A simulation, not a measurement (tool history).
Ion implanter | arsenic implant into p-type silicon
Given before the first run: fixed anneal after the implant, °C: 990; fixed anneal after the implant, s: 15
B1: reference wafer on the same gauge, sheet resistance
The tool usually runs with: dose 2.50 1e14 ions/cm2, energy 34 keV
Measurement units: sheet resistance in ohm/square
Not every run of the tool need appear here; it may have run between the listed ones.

run 1 hour=0.0 | dose=2.50 energy=34 | B1=331.09 | sheet_resistance=309.58
run 2 hour=30.6 | dose=2.50 energy=34 | B1=330.93 | sheet_resistance=308.53
run 3 hour=54.8 | dose=2.50 energy=34 | B1=330.93 | sheet_resistance=308.27
run 4 hour=88.8 | dose=2.50 energy=34 | B1=330.98 | sheet_resistance=309.20
run 5 hour=105.8 | dose=2.50 energy=34 | B1=331.00 | sheet_resistance=309.41
run 6 hour=136.5 | dose=2.50 energy=34 | B1=331.00 | sheet_resistance=309.82
run 7 hour=160.9 | dose=2.50 energy=34 | B1=331.07 | sheet_resistance=309.59
-- hour=193.3 Faraday cup replaced and dose calibrated
run 8 hour=197.4 | dose=2.29 energy=37 | B1=330.97 | sheet_resistance=331.36
run 9 hour=218.0 | dose=3.25 energy=22 | B1=331.00 | sheet_resistance=275.37

Run 10 comes next. What will it give?
run 10 hour=241.9 | dose=2.50 energy=34 | B1=? | sheet_resistance=?

{"run 10": {"B1": 331.04, "sheet resistance": 314.19}}
If the tool had no hidden condition, the same run with the same run-to-run variation would have returned sheet resistance 317.94 ohm/square.
